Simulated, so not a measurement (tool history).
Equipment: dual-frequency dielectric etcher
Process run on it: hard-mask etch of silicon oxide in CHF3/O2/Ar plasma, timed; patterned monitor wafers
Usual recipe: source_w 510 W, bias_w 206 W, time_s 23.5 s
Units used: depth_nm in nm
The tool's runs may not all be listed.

run,hour,source_w,bias_w,time_s,"read-back reference wafer on the same gauge, depth_nm",depth_nm
1,0.0,600,206,23.5,46.75,52.46
2,47.0,600,206,23.5,46.83,52.40
3,93.8,510,206,23.5,46.84,49.17
# hour 156.5: wet clean of the chamber
4,157.0,510,206,23.5,46.81,49.02
# hour 173.3: gauge calibrated
5,237.0,510,206,23.5,46.80,48.76
6,335.7,510,206,23.5,46.79,48.90
7,379.1,510,231,23.5,46.76,50.17
# hour 411.5: source power generator calibrated
8,445.4,510,206,23.5,46.78,48.25
9,547.3,510,167,23.5,46.81,45.91
10,644.0,510,183,16.5,46.81,32.97
# hour 685.9: upper electrode replaced
11,721.9,510,206,21.0,46.84,42.83
# hour 759.2: wet clean of the chamber
# hour 790.8: source power generator calibrated, repeated, since the last time left the tool worse
12,827.8,440,237,17.0,46.76,34.39
13,892.1,510,206,19.0,46.77,40.03
14,944.0,570,206,23.5,46.79,52.59
15,1033.1,510,174,23.5,46.79,47.49
# hour 1040.5: bias power generator calibrated
16,1118.0,510,206,23.5,46.81,49.60
17,1214.1,550,223,27.5,46.82,60.97
18,1319.9,510,206,23.5,46.77,49.07
19,1387.2,570,230,21.5,46.77,49.18
# hour 1432.4: wet clean of the chamber
20,1464.8,510,206,23.5,46.82,49.01
21,1572.2,560,185,18.5,46.80,39.42
22,1658.4,610,253,25.5,46.81,61.52
23,1713.8,510,206,23.5,46.80,49.16
24,1788.8,600,173,29.0,46.84,62.51
25,1837.8,620,206,23.5,46.80,53.52
# hour 1888.2: gauge calibrated
26,1905.9,510,206,23.5,46.83,48.56
27,1983.3,510,168,23.5,46.80,46.37
28,2024.7,510,206,23.5,46.80,48.45

Alternative continuations, all from the tool just after run 28; predict every row:
A,2025.1,510,206,23.5,?,?
B,2025.1,470,246,23.5,?,?
C,2025.1,510,245,26.5,?,?
D,2025.1,580,163,23.5,?,?
E,2025.1,620,191,29.5,?,?

run,"read-back reference wafer on the same gauge, depth_nm",depth_nm
A,46.77,48.83
B,46.77,49.12
C,46.77,57.63
D,46.77,49.15
E,46.77,66.13
Stripped of hidden state, with their random variation kept, the same runs would have yielded:
run,depth_nm
A,49.60
B,49.89
C,58.54
D,49.94
E,67.18
